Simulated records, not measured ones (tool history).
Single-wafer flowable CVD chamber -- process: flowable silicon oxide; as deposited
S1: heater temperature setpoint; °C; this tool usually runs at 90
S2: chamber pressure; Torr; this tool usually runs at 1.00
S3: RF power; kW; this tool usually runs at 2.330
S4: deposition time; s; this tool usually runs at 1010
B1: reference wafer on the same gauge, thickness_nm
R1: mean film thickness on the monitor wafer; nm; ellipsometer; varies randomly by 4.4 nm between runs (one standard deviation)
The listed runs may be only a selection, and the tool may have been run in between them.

run 1 hour=0.0 | S1=90 S2=1.13 S3=2.330 S4=1010 | B1=1111.714 | R1=1301.319
run 2 hour=29.1 | S1=90 S2=1.13 S3=2.330 S4=1010 | B1=1111.078 | R1=1304.413
run 3 hour=66.8 | S1=90 S2=1.00 S3=2.615 S4=1010 | B1=1110.897 | R1=1227.803
run 4 hour=91.6 | S1=90 S2=1.00 S3=2.615 S4=1010 | B1=1109.932 | R1=1221.979
-- hour=118.5 capacitance manometer re-zeroed and calibrated
run 5 hour=119.1 | S1=90 S2=1.00 S3=2.330 S4=1010 | B1=1110.656 | R1=1146.382
run 6 hour=140.1 | S1=90 S2=1.00 S3=2.330 S4=1010 | B1=1110.138 | R1=1146.578
run 7 hour=173.4 | S1=90 S2=1.00 S3=2.330 S4=1010 | B1=1108.288 | R1=1159.980
run 8 hour=197.6 | S1=90 S2=1.00 S3=2.330 S4=1130 | B1=1108.761 | R1=1292.672
run 9 hour=212.8 | S1=90 S2=1.00 S3=2.330 S4=1130 | B1=1109.232 | R1=1298.105
run 10 hour=226.5 | S1=99 S2=1.15 S3=2.670 S4=1140 | B1=1109.175 | R1=1034.869
run 11 hour=241.1 | S1=90 S2=1.00 S3=2.330 S4=1010 | B1=1109.536 | R1=1167.766
-- hour=272.4 thermocouple changed; heater temperature recalibrated
run 12 hour=272.9 | S1=90 S2=1.00 S3=2.330 S4=1010 | B1=1110.977 | R1=1159.364
run 13 hour=289.4 | S1=101 S2=1.00 S3=2.330 S4=1190 | B1=1109.948 | R1=901.804
run 14 hour=318.6 | S1=90 S2=0.81 S3=2.330 S4=900 | B1=1111.396 | R1=908.902
run 15 hour=348.4 | S1=90 S2=1.00 S3=1.950 S4=1150 | B1=1110.938 | R1=1300.835
-- hour=352.3 gauge calibrated
run 16 hour=362.7 | S1=90 S2=0.82 S3=1.930 S4=910 | B1=1110.767 | R1=906.796
run 17 hour=374.8 | S1=95 S2=1.00 S3=1.900 S4=1010 | B1=1110.776 | R1=941.376
run 18 hour=398.3 | S1=90 S2=1.00 S3=2.615 S4=1010 | B1=1110.086 | R1=1188.432
-- hour=416.5 RF generator calibrated
run 19 hour=422.1 | S1=90 S2=1.00 S3=2.330 S4=1010 | B1=1110.502 | R1=1172.087
run 20 hour=435.2 | S1=103 S2=1.08 S3=2.330 S4=1010 | B1=1110.829 | R1=752.458
-- hour=511.8 showerhead replaced
run 21 hour=537.9 | S1=86 S2=1.12 S3=2.180 S4=910 | B1=1108.340 | R1=1293.347
run 22 hour=572.3 | S1=90 S2=0.89 S3=2.330 S4=1010 | B1=1111.423 | R1=1091.421
run 23 hour=607.5 | S1=86 S2=0.89 S3=2.775 S4=1100 | B1=1110.429 | R1=1388.895
run 24 hour=640.7 | S1=90 S2=1.00 S3=2.330 S4=1010 | B1=1109.880 | R1=1175.837
run 25 hour=672.3 | S1=90 S2=1.00 S3=2.330 S4=1010 | B1=1108.837 | R1=1183.691
run 26 hour=685.8 | S1=77 S2=1.00 S3=2.330 S4=1010 | B1=1109.853 | R1=1817.748
run 27 hour=705.7 | S1=78 S2=1.00 S3=2.745 S4=1130 | B1=1109.147 | R1=1998.135

Alternative continuations, all from the tool just after run 27; predict every row:
run A hour=706.4 | S1=90 S2=1.00 S3=2.330 S4=1010 | B1=? | R1=?
run B hour=706.4 | S1=90 S2=0.86 S3=2.555 S4=1010 | B1=? | R1=?
run C hour=706.4 | S1=85 S2=1.00 S3=2.330 S4=1010 | B1=? | R1=?
run D hour=706.4 | S1=90 S2=1.00 S3=2.190 S4=1180 | B1=? | R1=?
run E hour=706.4 | S1=90 S2=0.93 S3=2.655 S4=1010 | B1=? | R1=?

run=A B1=1110.766 R1=1185.994
run=B B1=1110.766 R1=1086.502
run=C B1=1110.766 R1=1403.721
run=D B1=1110.766 R1=1376.331
run=E B1=1110.766 R1=1147.015
Without the tool's hidden state the same runs would have given:
run=A R1=1154.419
run=B R1=1057.575
run=C R1=1366.349
run=D R1=1339.689
run=E R1=1116.477

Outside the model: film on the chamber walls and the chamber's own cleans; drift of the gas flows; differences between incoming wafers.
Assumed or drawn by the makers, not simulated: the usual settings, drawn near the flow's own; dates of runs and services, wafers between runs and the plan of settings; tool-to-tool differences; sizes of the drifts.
